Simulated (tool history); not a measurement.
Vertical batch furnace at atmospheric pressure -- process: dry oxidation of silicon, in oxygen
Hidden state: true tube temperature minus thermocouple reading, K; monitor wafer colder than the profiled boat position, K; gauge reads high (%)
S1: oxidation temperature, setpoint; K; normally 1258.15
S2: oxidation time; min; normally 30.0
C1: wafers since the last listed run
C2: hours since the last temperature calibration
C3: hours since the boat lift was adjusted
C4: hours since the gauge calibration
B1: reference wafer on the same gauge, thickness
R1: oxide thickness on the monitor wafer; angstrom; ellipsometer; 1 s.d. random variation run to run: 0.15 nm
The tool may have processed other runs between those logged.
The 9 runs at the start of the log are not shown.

Run 10, hour 458.7: usual settings but S1 1241.15 K; C1 1093; C2 2036.7; C3 1052.5; C4 677.4; B1 34.24. Result: R1 262.1 angstrom.
Run 11, hour 500.9: usual settings; C1 795; C2 2078.9; C3 1094.7; C4 719.6; B1 34.33. Result: R1 303.0 angstrom.
Run 12, hour 569.3: usual settings; C1 1289; C2 2147.3; C3 1163.1; C4 788.0; B1 34.33. Result: R1 302.8 angstrom.
Run 13, hour 601.6: usual settings; C1 608; C2 2179.6; C3 1195.4; C4 820.3; B1 34.31. Result: R1 303.9 angstrom.
At hour 767.6: boat lift adjusted.
At hour 817.9: thermocouples replaced and temperature profile calibrated.
Run 14, hour 818.4: usual settings but S1 1248.15 K, S2 19.0 min; C1 3182; C2 0.5; C3 50.8; C4 1037.1; B1 34.27. Result: R1 203.5 angstrom.
Run 15, hour 836.0: usual settings but S1 1248.15 K, S2 19.0 min; C1 331; C2 18.1; C3 68.4; C4 1054.7; B1 34.24. Result: R1 205.5 angstrom.
Run 16, hour 900.9: usual settings but S1 1241.15 K; C1 1223; C2 83.0; C3 133.3; C4 1119.6; B1 34.30. Result: R1 251.4 angstrom.
Run 17, hour 933.4: usual settings but S1 1266.15 K, S2 44.0 min; C1 612; C2 115.5; C3 165.8; C4 1152.1; B1 34.35. Result: R1 398.1 angstrom.
Run 18, hour 1003.9: usual settings but S2 39.0 min; C1 1329; C2 186.0; C3 236.3; C4 1222.6; B1 34.32. Result: R1 342.3 angstrom.
Run 19, hour 1053.2: usual settings but S1 1235.15 K, S2 42.0 min; C1 929; C2 235.3; C3 285.6; C4 1271.9; B1 34.30. Result: R1 295.9 angstrom.
Run 20, hour 1094.6: usual settings but S1 1239.15 K; C1 780; C2 276.7; C3 327.0; C4 1313.3; B1 34.42. Result: R1 253.0 angstrom.

Forecast run 21:
Run 21, hour 1152.1: usual settings but S1 1270.15 K, S2 38.5 min; C1 1083; C2 334.2; C3 384.5; C4 1370.8; B1 ?. Result: R1 ?.

Run 21 measured B1 34.25, R1 388.7 angstrom.
Minus the tool's unlogged condition, the same run would have read R1 382.8 angstrom.
